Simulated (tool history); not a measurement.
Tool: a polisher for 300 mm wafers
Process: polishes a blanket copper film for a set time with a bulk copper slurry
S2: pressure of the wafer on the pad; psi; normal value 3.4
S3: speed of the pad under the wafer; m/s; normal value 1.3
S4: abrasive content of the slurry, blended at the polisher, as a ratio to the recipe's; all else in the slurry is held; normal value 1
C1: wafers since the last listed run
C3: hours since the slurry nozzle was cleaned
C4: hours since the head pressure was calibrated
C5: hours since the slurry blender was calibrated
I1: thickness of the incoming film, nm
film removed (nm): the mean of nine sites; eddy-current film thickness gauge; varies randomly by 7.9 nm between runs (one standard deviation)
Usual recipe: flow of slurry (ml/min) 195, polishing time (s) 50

run 1 hour=0 | flow_of_slurry_(ml/min)=195 S2=4.3 S3=1.3 S4=1 polishing_time_(s)=50 | C1=0 wafers_polished_on_this_pad=611 C3=165.8 C4=410 C5=435.3 | I1=2033.1 | film_removed_(nm)=678.6
run 2 hour=6.3 | flow_of_slurry_(ml/min)=195 S2=4.3 S3=1.3 S4=1 polishing_time_(s)=50 | C1=50 wafers_polished_on_this_pad=661 C3=172.1 C4=416.3 C5=441.6 | I1=1991.9 | film_removed_(nm)=670.7
run 3 hour=12.7 | flow_of_slurry_(ml/min)=195 S2=3.4 S3=1.3 S4=1 polishing_time_(s)=50 | C1=51 wafers_polished_on_this_pad=713 C3=178.5 C4=422.7 C5=448 | I1=2022.5 | film_removed_(nm)=585
run 4 hour=20.4 | flow_of_slurry_(ml/min)=165 S2=2.8 S3=1.3 S4=1 polishing_time_(s)=50 | C1=62 wafers_polished_on_this_pad=775 C3=186.2 C4=430.4 C5=455.7 | I1=2035 | film_removed_(nm)=506.6
run 5 hour=29.9 | flow_of_slurry_(ml/min)=165 S2=2.8 S3=1.3 S4=1 polishing_time_(s)=50 | C1=76 wafers_polished_on_this_pad=851 C3=195.7 C4=439.9 C5=465.2 | I1=2018.8 | film_removed_(nm)=515.5
-- hour=39.3 slurry blender recalibrated
run 6 hour=44.7 | flow_of_slurry_(ml/min)=165 S2=2.8 S3=1.3 S4=1 polishing_time_(s)=50 | C1=103 wafers_polished_on_this_pad=954 C3=210.5 C4=454.7 C5=5.4 | I1=2030.4 | film_removed_(nm)=517.1
-- hour=64.8 worn pad replaced by a new one
run 7 hour=65.3 | flow_of_slurry_(ml/min)=195 S2=3.4 S3=1.3 S4=1 polishing_time_(s)=50 | C1=133 wafers_polished_on_this_pad=3 C3=231.1 C4=475.3 C5=26 | I1=2043.1 | film_removed_(nm)=592.3
run 8 hour=69.7 | flow_of_slurry_(ml/min)=195 S2=3.4 S3=1.3 S4=1 polishing_time_(s)=50 | C1=35 wafers_polished_on_this_pad=39 C3=235.5 C4=479.7 C5=30.4 | I1=2019 | film_removed_(nm)=596.2
run 9 hour=103.5 | flow_of_slurry_(ml/min)=195 S2=4.2 S3=1.3 S4=1 polishing_time_(s)=50 | C1=272 wafers_polished_on_this_pad=311 C3=269.3 C4=513.5 C5=64.2 | I1=2006.3 | film_removed_(nm)=680
-- hour=108.1 slurry nozzle cleaned
run 10 hour=156.1 | flow_of_slurry_(ml/min)=195 S2=4.3 S3=1.3 S4=1 polishing_time_(s)=50 | C1=415 wafers_polished_on_this_pad=727 C3=48 C4=566.1 C5=116.8 | I1=1998.5 | film_removed_(nm)=699.7
-- hour=163.8 head pressure recalibrated
run 11 hour=170 | flow_of_slurry_(ml/min)=220 S2=3.4 S3=1.3 S4=1 polishing_time_(s)=38 | C1=95 wafers_polished_on_this_pad=822 C3=61.9 C4=6.2 C5=130.7 | I1=2042.4 | film_removed_(nm)=497
run 12 hour=187 | flow_of_slurry_(ml/min)=195 S2=3.4 S3=1.3 S4=1 polishing_time_(s)=60 | C1=136 wafers_polished_on_this_pad=959 C3=78.9 C4=23.2 C5=147.7 | I1=2036.6 | film_removed_(nm)=769.5
run 13 hour=199.5 | flow_of_slurry_(ml/min)=195 S2=3.4 S3=0.96 S4=0.85 polishing_time_(s)=50 | C1=100 wafers_polished_on_this_pad=1060 C3=91.4 C4=35.7 C5=160.2 | I1=1983.7 | film_removed_(nm)=457.8
-- hour=208.6 worn pad replaced by a new one
run 14 hour=212.7 | flow_of_slurry_(ml/min)=195 S2=3.4 S3=1.3 S4=1.15 polishing_time_(s)=36 | C1=74 wafers_polished_on_this_pad=33 C3=104.6 C4=48.9 C5=173.4 | I1=2028.1 | film_removed_(nm)=472.9
run 15 hour=224.2 | flow_of_slurry_(ml/min)=195 S2=3.4 S3=1.3 S4=1 polishing_time_(s)=50 | C1=92 wafers_polished_on_this_pad=125 C3=116.1 C4=60.4 C5=184.9 | I1=2055.6 | film_removed_(nm)=646.9
run 16 hour=236.8 | flow_of_slurry_(ml/min)=240 S2=2.6 S3=1.3 S4=1 polishing_time_(s)=50 | C1=101 wafers_polished_on_this_pad=227 C3=128.7 C4=73 C5=197.5 | I1=2019.5 | film_removed_(nm)=549.2
run 17 hour=252.3 | flow_of_slurry_(ml/min)=160 S2=3.4 S3=0.92 S4=1 polishing_time_(s)=39 | C1=124 wafers_polished_on_this_pad=351 C3=144.2 C4=88.5 C5=213 | I1=1995.8 | film_removed_(nm)=343.1
run 18 hour=258.3 | flow_of_slurry_(ml/min)=195 S2=3.4 S3=1.1 S4=1 polishing_time_(s)=32 | C1=48 wafers_polished_on_this_pad=400 C3=150.2 C4=94.5 C5=219 | I1=2040.9 | film_removed_(nm)=341.1
run 19 hour=270.3 | flow_of_slurry_(ml/min)=250 S2=3.4 S3=1.06 S4=1.3 polishing_time_(s)=41 | C1=96 wafers_polished_on_this_pad=496 C3=162.2 C4=106.5 C5=231 | I1=2043.8 | film_removed_(nm)=445.9
run 20 hour=286.5 | flow_of_slurry_(ml/min)=195 S2=2.8 S3=1.16 S4=1 polishing_time_(s)=68 | C1=130 wafers_polished_on_this_pad=627 C3=178.4 C4=122.7 C5=247.2 | I1=2028.3 | film_removed_(nm)=682
run 21 hour=295.8 | flow_of_slurry_(ml/min)=195 S2=3.4 S3=1.56 S4=1 polishing_time_(s)=50 | C1=74 wafers_polished_on_this_pad=702 C3=187.7 C4=132 C5=256.5 | I1=2005.1 | film_removed_(nm)=748.9
run 22 hour=305.9 | flow_of_slurry_(ml/min)=195 S2=3.4 S3=1.3 S4=1.1 polishing_time_(s)=50 | C1=81 wafers_polished_on_this_pad=783 C3=197.8 C4=142.1 C5=266.6 | I1=2006.4 | film_removed_(nm)=630.5
run 23 hour=321.4 | flow_of_slurry_(ml/min)=135 S2=4.1 S3=1.5 S4=1 polishing_time_(s)=42 | C1=124 wafers_polished_on_this_pad=908 C3=213.3 C4=157.6 C5=282.1 | I1=2058.4 | film_removed_(nm)=654.1
run 24 hour=331.3 | flow_of_slurry_(ml/min)=145 S2=2.3 S3=1.3 S4=0.9 polishing_time_(s)=35 | C1=79 wafers_polished_on_this_pad=988 C3=223.2 C4=167.5 C5=292 | I1=2023.4 | film_removed_(nm)=333.3
run 25 hour=338.1 | flow_of_slurry_(ml/min)=160 S2=3.4 S3=1.3 S4=1 polishing_time_(s)=39 | C1=54 wafers_polished_on_this_pad=1042 C3=230 C4=174.3 C5=298.8 | I1=1997.8 | film_removed_(nm)=479.5

What does the tool deliver on the next run?
-- hour=344.6 worn pad replaced by a new one
run 26 hour=346.6 | flow_of_slurry_(ml/min)=225 S2=3.8 S3=1.3 S4=1 polishing_time_(s)=42 | C1=36 wafers_polished_on_this_pad=16 C3=238.5 C4=182.8 C5=307.3 | I1=2040.8 | film_removed_(nm)=?

Logged for run 26: film removed (nm) 572.4.
Take away the tool's hidden state, keep the run-to-run variation as it was, and the same run would have given film removed (nm) 595.

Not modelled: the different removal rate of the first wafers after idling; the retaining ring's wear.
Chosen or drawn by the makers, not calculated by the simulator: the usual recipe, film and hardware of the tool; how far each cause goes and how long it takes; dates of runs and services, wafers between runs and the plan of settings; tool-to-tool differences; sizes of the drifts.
